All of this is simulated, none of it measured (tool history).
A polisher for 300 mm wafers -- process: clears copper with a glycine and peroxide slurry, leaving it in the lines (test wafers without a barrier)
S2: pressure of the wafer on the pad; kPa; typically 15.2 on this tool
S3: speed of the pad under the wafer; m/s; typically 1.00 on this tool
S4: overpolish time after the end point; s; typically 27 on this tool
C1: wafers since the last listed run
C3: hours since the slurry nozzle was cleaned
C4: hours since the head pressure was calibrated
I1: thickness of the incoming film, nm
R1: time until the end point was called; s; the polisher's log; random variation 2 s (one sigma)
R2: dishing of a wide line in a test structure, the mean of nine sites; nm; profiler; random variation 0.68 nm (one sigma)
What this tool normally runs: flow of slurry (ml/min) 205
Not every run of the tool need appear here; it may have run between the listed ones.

Run 1, hour 0.0: usual settings; C1 0; wafers polished on this pad 4176; C3 17.8; C4 312.7; I1 615.2. Result: R1 155.2 s, R2 54.7 nm.
Run 2, hour 84.0: usual settings; C1 783; wafers polished on this pad 4959; C3 101.8; C4 396.7; I1 608.8. Result: R1 159.7 s, R2 53.8 nm.
Run 3, hour 155.0: usual settings; C1 661; wafers polished on this pad 5621; C3 172.8; C4 467.7; I1 614.5. Result: R1 161.7 s, R2 53.1 nm.
At hour 172.6: worn pad replaced by a new one.
Run 4, hour 262.9: usual settings but S2 17.2 kPa; C1 968; wafers polished on this pad 842; C3 280.7; C4 575.6; I1 616.2. Result: R1 145.9 s, R2 56.5 nm.
Run 5, hour 346.7: usual settings but S2 17.2 kPa; C1 781; wafers polished on this pad 1623; C3 364.5; C4 659.4; I1 611.6. Result: R1 147.2 s, R2 57.7 nm.
Run 6, hour 385.7: usual settings; C1 363; wafers polished on this pad 1987; C3 403.5; C4 698.4; I1 598.5. Result: R1 159.6 s, R2 54.0 nm.
Run 7, hour 426.5: usual settings; C1 380; wafers polished on this pad 2367; C3 444.3; C4 739.2; I1 607.9. Result: R1 167.8 s, R2 54.1 nm.
Run 8, hour 533.9: usual settings; C1 1001; wafers polished on this pad 3368; C3 551.7; C4 846.6; I1 602.3. Result: R1 160.1 s, R2 53.8 nm.
Run 9, hour 570.1: usual settings but S3 1.14 m/s; C1 337; wafers polished on this pad 3706; C3 587.9; C4 882.8; I1 601.5. Result: R1 143.0 s, R2 57.1 nm.
Run 10, hour 612.1: usual settings but S3 1.08 m/s; C1 391; wafers polished on this pad 4097; C3 629.9; C4 924.8; I1 617.1. Result: R1 158.8 s, R2 55.2 nm.
At hour 648.4: slurry nozzle cleaned.
Run 11, hour 719.5: usual settings but S3 1.08 m/s; C1 992; wafers polished on this pad 5089; C3 71.1; C4 1032.2; I1 611.7. Result: R1 144.2 s, R2 57.3 nm.
Run 12, hour 817.1: usual settings but S3 1.08 m/s; C1 909; wafers polished on this pad 5999; C3 168.7; C4 1129.8; I1 617.1. Result: R1 147.6 s, R2 56.8 nm.
At hour 838.7: worn pad replaced by a new one.
Run 13, hour 902.1: usual settings but flow of slurry (ml/min) 225, S4 19 s; C1 755; wafers polished on this pad 591; C3 253.7; C4 1214.8; I1 616.7. Result: R1 151.8 s, R2 44.3 nm.
Run 14, hour 988.5: usual settings but flow of slurry (ml/min) 225, S4 19 s; C1 805; wafers polished on this pad 1396; C3 340.1; C4 1301.2; I1 618.7. Result: R1 156.3 s, R2 44.5 nm.
At hour 1033.1: head pressure recalibrated.
Run 15, hour 1063.4: usual settings; C1 679; wafers polished on this pad 2076; C3 415.0; C4 30.3; I1 614.5. Result: R1 178.5 s, R2 51.2 nm.
Run 16, hour 1162.2: usual settings; C1 921; wafers polished on this pad 2997; C3 513.8; C4 129.1; I1 599.3. Result: R1 170.9 s, R2 50.5 nm.
Run 17, hour 1251.1: usual settings but flow of slurry (ml/min) 250; C1 828; wafers polished on this pad 3826; C3 602.7; C4 218.0; I1 613.5. Result: R1 170.5 s, R2 53.0 nm.
At hour 1275.0: slurry nozzle cleaned.
Run 18, hour 1336.8: usual settings but flow of slurry (ml/min) 255; C1 789; wafers polished on this pad 4616; C3 61.8; C4 303.7; I1 614.0. Result: R1 163.2 s, R2 53.1 nm.
At hour 1567.0: worn pad replaced by a new one.
Run 19, hour 1647.7: usual settings but flow of slurry (ml/min) 135, S2 12.4 kPa, S3 1.24 m/s, S4 36 s; C1 2861; wafers polished on this pad 752; C3 372.7; C4 614.6; I1 603.5. Result: R1 178.1 s, R2 58.1 nm.
Run 20, hour 1718.4: usual settings but S3 1.08 m/s; C1 659; wafers polished on this pad 1411; C3 443.4; C4 685.3; I1 605.8. Result: R1 158.1 s, R2 53.6 nm.
Run 21, hour 1911.6: usual settings; C1 1801; wafers polished on this pad 3212; C3 636.6; C4 878.5; I1 613.1. Result: R1 167.3 s, R2 51.5 nm.
At hour 2001.7: slurry nozzle cleaned.
Run 22, hour 2055.6: usual settings but S3 1.14 m/s; C1 1333; wafers polished on this pad 4546; C3 53.9; C4 1022.5; I1 603.7. Result: R1 133.2 s, R2 58.0 nm.
At hour 2154.9: head pressure recalibrated.
At hour 2276.0: worn pad replaced by a new one.
Run 23, hour 2281.5: usual settings but flow of slurry (ml/min) 245, S3 0.86 m/s, S4 33 s; C1 2050; wafers polished on this pad 51; C3 279.8; C4 126.6; I1 610.4. Result: R1 183.8 s, R2 56.2 nm.
Run 24, hour 2435.3: usual settings but S2 19.3 kPa, S4 22 s; C1 1433; wafers polished on this pad 1485; C3 433.6; C4 280.4; I1 607.0. Result: R1 135.7 s, R2 52.1 nm.
Run 25, hour 2485.8: usual settings but flow of slurry (ml/min) 260, S3 0.68 m/s, S4 11 s; C1 470; wafers polished on this pad 1956; C3 484.1; C4 330.9; I1 605.1. Result: R1 213.6 s, R2 22.7 nm.
Run 26, hour 2541.3: usual settings but flow of slurry (ml/min) 170, S2 17.9 kPa, S3 0.84 m/s, S4 12 s; C1 517; wafers polished on this pad 2473; C3 539.6; C4 386.4; I1 618.4. Result: R1 174.4 s, R2 29.2 nm.
Run 27, hour 2615.6: usual settings; C1 692; wafers polished on this pad 3166; C3 613.9; C4 460.7; I1 615.1. Result: R1 167.6 s, R2 53.6 nm.
Run 28, hour 2696.5: usual settings but flow of slurry (ml/min) 250, S2 20.7 kPa, S4 35 s; C1 754; wafers polished on this pad 3920; C3 694.8; C4 541.6; I1 604.4. Result: R1 121.7 s, R2 70.2 nm.
At hour 2740.2: slurry nozzle cleaned.
Run 29, hour 2789.9: usual settings but flow of slurry (ml/min) 165, S2 17.9 kPa, S3 0.78 m/s, S4 36 s; C1 861; wafers polished on this pad 4781; C3 49.7; C4 635.0; I1 602.4. Result: R1 170.0 s, R2 61.6 nm.
Run 30, hour 2830.0: usual settings but flow of slurry (ml/min) 225, S4 18 s; C1 373; wafers polished on this pad 5155; C3 89.8; C4 675.1; I1 614.6. Result: R1 153.6 s, R2 42.3 nm.
Run 31, hour 2901.4: usual settings; C1 665; wafers polished on this pad 5821; C3 161.2; C4 746.5; I1 610.5. Result: R1 155.8 s, R2 54.6 nm.
Run 32, hour 2997.1: usual settings but S3 0.70 m/s; C1 892; wafers polished on this pad 6713; C3 256.9; C4 842.2; I1 620.8. Result: R1 215.5 s, R2 45.5 nm.
At hour 3015.8: worn pad replaced by a new one.
Run 33, hour 3093.6: usual settings but flow of slurry (ml/min) 230, S2 11.7 kPa, S3 1.28 m/s, S4 21 s; C1 862; wafers polished on this pad 725; C3 353.4; C4 938.7; I1 614.5. Result: R1 159.5 s, R2 45.7 nm.
Run 34, hour 3156.2: usual settings but S3 0.88 m/s, S4 15 s; C1 583; wafers polished on this pad 1308; C3 416.0; C4 1001.3; I1 608.3. Result: R1 176.1 s, R2 34.1 nm.

Consider 4 possible next runs. They are alternatives, not a sequence: every one starts from the tool as it was left by run 34. What does each give?
Run A, hour 3156.7: usual settings but S4 38 s; C1 4; wafers polished on this pad 1313; C3 416.5; C4 1001.8; I1 618.5. Result: R1 ?, R2 ?.
Run B, hour 3156.7: usual settings but flow of slurry (ml/min) 170, S3 0.86 m/s; C1 4; wafers polished on this pad 1313; C3 416.5; C4 1001.8; I1 618.5. Result: R1 ?, R2 ?.
Run C, hour 3156.7: usual settings but flow of slurry (ml/min) 235, S2 11.0 kPa; C1 4; wafers polished on this pad 1313; C3 416.5; C4 1001.8; I1 618.5. Result: R1 ?, R2 ?.
Run D, hour 3156.7: usual settings but flow of slurry (ml/min) 245, S3 1.24 m/s, S4 32 s; C1 4; wafers polished on this pad 1313; C3 416.5; C4 1001.8; I1 618.5. Result: R1 ?, R2 ?.

run     R1    R2
  A  158.5  64.1
  B  185.6  49.3
  C  198.4  46.4
  D  128.8  64.0
Without the tool's hidden state the same runs would have given:
run     R1    R2
  A  161.5  63.3
  B  186.1  49.1
  C  202.5  45.7
  D  133.1  62.7
